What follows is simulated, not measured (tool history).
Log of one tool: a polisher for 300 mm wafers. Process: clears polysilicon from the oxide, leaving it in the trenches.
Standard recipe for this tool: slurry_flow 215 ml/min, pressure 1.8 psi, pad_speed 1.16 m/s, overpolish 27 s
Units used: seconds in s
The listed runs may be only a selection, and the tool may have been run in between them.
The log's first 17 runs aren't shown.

run    hour  slurry_flow  pressure  pad_speed  overpolish  wafers since the last listed run  wafers polished on this pad  hours since the slurry nozzle was cleaned  hours since the head pressure was calibrated  incoming thickness of the incoming film, nm  seconds
 18  1047.5          280       2.0       0.84          39                               627                         1869                                       75.4                                         103.7                                        517.8     53.4
 19  1117.6          235       1.8       0.88          37                               635                         2505                                      145.5                                         173.8                                        512.0     55.0
     1161.3  -- worn pad replaced by a new one
 20  1161.8          185       1.8       1.16          27                               364                            4                                      189.7                                         218.0                                        510.6     48.5
 21  1221.3          215       1.8       1.16          27                               539                          544                                      249.2                                         277.5                                        520.5     49.2
 22  1253.9          215       1.8       1.16          16                               295                          839                                      281.8                                         310.1                                        515.9     49.1
 23  1281.7          215       1.8       1.16          27                               252                         1092                                      309.6                                         337.9                                        510.2     47.5
 24  1306.0          235       2.1       1.16          27                               220                         1312                                      333.9                                         362.2                                        528.8     45.1
 25  1335.5          235       2.1       1.50          39                               267                         1580                                      363.4                                         391.7                                        511.5     36.9
 26  1397.7          215       1.8       1.16          27                               564                         2144                                      425.6                                         453.9                                        521.5     49.9
 27  1457.5          215       1.8       1.16          27                               542                         2686                                      485.4                                         513.7                                        521.3     50.3
     1500.6  -- slurry nozzle cleaned
     1503.7  -- worn pad replaced by a new one
 28  1505.0          215       1.8       1.16          39                               393                           11                                        4.4                                         561.2                                        520.5     47.5
     1536.3  -- head pressure recalibrated
 29  1565.8          215       1.8       1.16          27                               533                          545                                       65.2                                          29.5                                        523.6     49.0
 30  1592.5          255       1.8       0.96          27                               242                          787                                       91.9                                          56.2                                        510.2     52.1
 31  1623.0          265       2.1       1.54          31                               276                         1063                                      122.4                                          86.7                                        519.5     35.6
 32  1686.7          180       1.8       1.44          35                               577                         1641                                      186.1                                         150.4                                        517.4     42.4

Alternative continuations, all from the tool just after run 32; predict every row:
  A  1687.1          215       1.8       1.16          27                                 3                         1645                                      186.5                                         150.8                                        516.1        ?
  B  1687.1          150       2.1       0.98          19                                 3                         1645                                      186.5                                         150.8                                        516.1        ?
  C  1687.1          180       1.6       0.94          27                                 3                         1645                                      186.5                                         150.8                                        516.1        ?
  D  1687.1          250       1.8       0.88          32                                 3                         1645                                      186.5                                         150.8                                        516.1        ?

run  seconds
  A     49.1
  B     50.6
  C     60.7
  D     57.0
Stripped of hidden state, with their random variation kept, the same runs would have yielded:
run  seconds
  A     48.7
  B     50.1
  C     60.2
  D     56.6

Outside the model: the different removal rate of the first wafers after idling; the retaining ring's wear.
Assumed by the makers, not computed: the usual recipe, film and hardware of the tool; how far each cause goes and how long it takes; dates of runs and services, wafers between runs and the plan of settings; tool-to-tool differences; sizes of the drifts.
